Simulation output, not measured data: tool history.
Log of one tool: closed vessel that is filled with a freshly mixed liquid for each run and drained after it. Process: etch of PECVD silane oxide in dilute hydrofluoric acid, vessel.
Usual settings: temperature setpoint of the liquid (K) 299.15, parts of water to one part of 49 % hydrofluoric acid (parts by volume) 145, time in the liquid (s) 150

run,hour,temperature setpoint of the liquid (K),parts of water to one part of 49 % hydrofluoric acid (parts by volume),time in the liquid (s),"read-back film thickness of the PECVD silane oxide reference wafer, read on the same gauge (nm)",thickness taken off the PECVD silane oxide on a monitor wafer (angstrom)
1,0,299.15,145,150,109.99,200.8
2,50,299.15,145,150,109.97,201.8
3,89.7,299.15,145,150,109.99,200.9
4,142.5,299.15,145,130,109.97,174.6
5,284.3,299.15,145,130,109.96,174.6
6,333.4,299.15,145,150,110,201.1
7,365.4,299.15,145,150,110.03,202.4
8,436.2,299.15,145,150,109.98,203.6
9,484.2,299.15,145,150,109.99,202.4
10,552.7,299.15,145,150,110,201.4
11,615.8,299.15,145,150,109.99,203.5
12,657,299.15,145,150,109.99,201
# hour 730.9: thermometer replaced
13,863.4,299.15,145,150,110.01,203.2
# hour 899.3: hydrofluoric acid flow meter replaced
14,915.6,299.15,145,150,110.03,208.9
15,940.5,296.65,145,150,109.99,189
# hour 959.9: gauge calibrated
16,981.7,296.15,120,150,110.01,229.8
17,1020.5,303.65,95,220,109.99,590.2
18,1049.3,297.15,180,210,110,208.6
19,1076.5,299.15,95,150,109.98,337.5
20,1124.5,303.15,145,150,109.99,240.8
21,1180.5,297.15,100,65,110.02,128.2
22,1209.1,299.15,145,150,110.02,207.7
# hour 1230.4: hydrofluoric acid flow meter replaced, repeated, since the last time left the tool worse
23,1251,299.15,145,150,110.03,197.5
24,1320.1,304.15,145,150,109.98,235.7
25,1357.2,299.15,145,150,110,196.9
26,1553.3,299.15,145,150,110.01,198.9
27,1602.7,302.65,190,120,109.99,131
28,1651.6,303.65,75,205,110,682.2
29,1684.9,294.65,185,225,109.98,188.3

Forecast each of these 4 alternatives for the next run:
A,1685.6,299.15,120,150,?,?
B,1685.6,299.15,145,205,?,?
C,1685.6,295.65,170,70,?,?
D,1685.6,296.15,80,205,?,?

run,"read-back film thickness of the PECVD silane oxide reference wafer, read on the same gauge (nm)",thickness taken off the PECVD silane oxide on a monitor wafer (angstrom)
A,109.98,247
B,109.98,271
C,109.98,67.2
D,109.98,472.6
Without the tool's hidden state the same runs would have given:
run,thickness taken off the PECVD silane oxide on a monitor wafer (angstrom)
A,245.2
B,268.9
C,66.7
D,469.3
